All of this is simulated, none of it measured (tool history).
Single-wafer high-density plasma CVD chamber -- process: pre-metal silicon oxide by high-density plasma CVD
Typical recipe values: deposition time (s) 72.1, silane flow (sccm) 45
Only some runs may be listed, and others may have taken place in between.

run   hour  deposition time (s)  silane flow (sccm)  wafers since the last listed run  hours since the silane flow controller was replaced  hours since the gauge calibration  read-back reference wafer on the same gauge, thickness_nm  mean film thickness on the monitor wafer (angstrom)
  1    0.0                 72.1                  45                                 0                                               3761.2                              243.1                                                    310.116                                              3283.20
  2   10.1                 72.1                  45                               220                                               3771.3                              253.2                                                    310.088                                              3287.78
  3   21.3                 72.1                  45                               244                                               3782.5                              264.4                                                    309.787                                              3284.00
  4   36.1                 72.1                  45                               323                                               3797.3                              279.2                                                    309.899                                              3283.75
  5   53.6                 72.1                  45                               382                                               3814.8                              296.7                                                    309.911                                              3283.65
  6   62.9                 72.1                  45                               203                                               3824.1                              306.0                                                    310.055                                              3289.66
  7   69.8                 72.1                  45                               150                                               3831.0                              312.9                                                    309.839                                              3288.82
  8   76.1                 72.1                  45                               137                                               3837.3                              319.2                                                    309.946                                              3295.03
      78.1  -- gauge calibrated
  9   86.3                 72.1                  45                               222                                               3847.5                                8.2                                                    309.840                                              3276.52
 10  102.1                 72.1                  45                               345                                               3863.3                               24.0                                                    309.878                                              3284.72
 11  118.1                 72.1                  45                               349                                               3879.3                               40.0                                                    310.208                                              3278.27
 12  129.4                 72.1                  45                               246                                               3890.6                               51.3                                                    309.875                                              3290.13
 13  145.2                 72.1                  45                               345                                               3906.4                               67.1                                                    310.084                                              3276.58
 14  152.1                 72.1                  52                               150                                               3913.3                               74.0                                                    310.066                                              3783.92
 15  167.8                 72.1                  52                               342                                               3929.0                               89.7                                                    309.833                                              3795.66
 16  176.7                 72.1                  52                               194                                               3937.9                               98.6                                                    309.847                                              3786.98
 17  183.6                 72.1                  51                               150                                               3944.8                              105.5                                                    310.055                                              3720.99
 18  191.4                 72.1                  51                               170                                               3952.6                              113.3                                                    309.917                                              3726.35
 19  198.4                 72.1                  45                               152                                               3959.6                              120.3                                                    309.855                                              3291.08
 20  216.2                 72.1                  45                               388                                               3977.4                              138.1                                                    309.991                                              3282.45
 21  225.9                 60.9                  50                               211                                               3987.1                              147.8                                                    309.934                                              3081.48
 22  232.1                 75.9                  41                               135                                               3993.3                              154.0                                                    309.906                                              3148.36
 23  243.8                 72.1                  40                               255                                               4005.0                              165.7                                                    310.118                                              2913.09
 24  258.4                 72.1                  45                               318                                               4019.6                              180.3                                                    310.234                                              3292.86
 25  291.4                 79.4                  41                               720                                               4052.6                              213.3                                                    309.998                                              3292.89
     304.8  -- silane flow controller replaced
 26  305.3                 72.1                  45                               128                                                  0.5                              227.2                                                    309.975                                              3483.14
 27  309.0                 77.1                  36                                80                                                  4.2                              230.9                                                    310.144                                              2976.17
 28  324.8                 62.4                  40                               345                                                 20.0                              246.7                                                    310.009                                              2672.95
 29  335.4                 59.0                  36                               231                                                 30.6                              257.3                                                    310.014                                              2277.35
 30  351.3                 72.1                  45                               347                                                 46.5                              273.2                                                    310.040                                              3475.90
 31  367.8                 72.1                  45                               360                                                 63.0                              289.7                                                    310.062                                              3470.66
     372.5  -- gauge calibrated
 32  378.3                 81.4                  40                               229                                                 73.5                                5.8                                                    309.961                                              3472.77
 33  387.1                 72.1                  45                               192                                                 82.3                               14.6                                                    310.009                                              3471.70
 34  396.6                 65.8                  45                               207                                                 91.8                               24.1                                                    309.885                                              3165.98
 35  409.2                 72.1                  45                               275                                                104.4                               36.7                                                    309.766                                              3458.60
 36  425.6                 79.0                  41                               358                                                120.8                               53.1                                                    310.031                                              3449.63
 37  443.1                 81.6                  51                               382                                                138.3                               70.6                                                    310.163                                              4438.69
 38  456.7                 72.1                  45                               297                                                151.9                               84.2                                                    310.026                                              3463.90
 39  469.3                 80.0                  41                               275                                                164.5                               96.8                                                    310.028                                              3502.21
 40  478.6                 59.8                  45                               203                                                173.8                              106.1                                                    310.061                                              2864.65
 41  487.9                 59.7                  49                               203                                                183.1                              115.4                                                    309.995                                              3109.80

What if the next run were any one of these 5? Each begins from the tool's condition after run 41:
  A  488.3                 72.1                  45                                 8                                                183.5                              115.8                                                          ?                                                    ?
  B  488.3                 81.3                  39                                 8                                                183.5                              115.8                                                          ?                                                    ?
  C  488.3                 62.3                  45                                 8                                                183.5                              115.8                                                          ?                                                    ?
  D  488.3                 78.5                  39                                 8                                                183.5                              115.8                                                          ?                                                    ?
  E  488.3                 80.1                  38                                 8                                                183.5                              115.8                                                          ?                                                    ?

run  read-back reference wafer on the same gauge, thickness_nm  mean film thickness on the monitor wafer (angstrom)
  A                                                    309.963                                              3453.25
  B                                                    309.963                                              3374.70
  C                                                    309.963                                              2983.87
  D                                                    309.963                                              3258.47
  E                                                    309.963                                              3239.63
Without the tool's hidden state the same runs would have given:
run  mean film thickness on the monitor wafer (angstrom)
  A                                              3453.06
  B                                              3374.52
  C                                              2983.72
  D                                              3258.30
  E                                              3239.46

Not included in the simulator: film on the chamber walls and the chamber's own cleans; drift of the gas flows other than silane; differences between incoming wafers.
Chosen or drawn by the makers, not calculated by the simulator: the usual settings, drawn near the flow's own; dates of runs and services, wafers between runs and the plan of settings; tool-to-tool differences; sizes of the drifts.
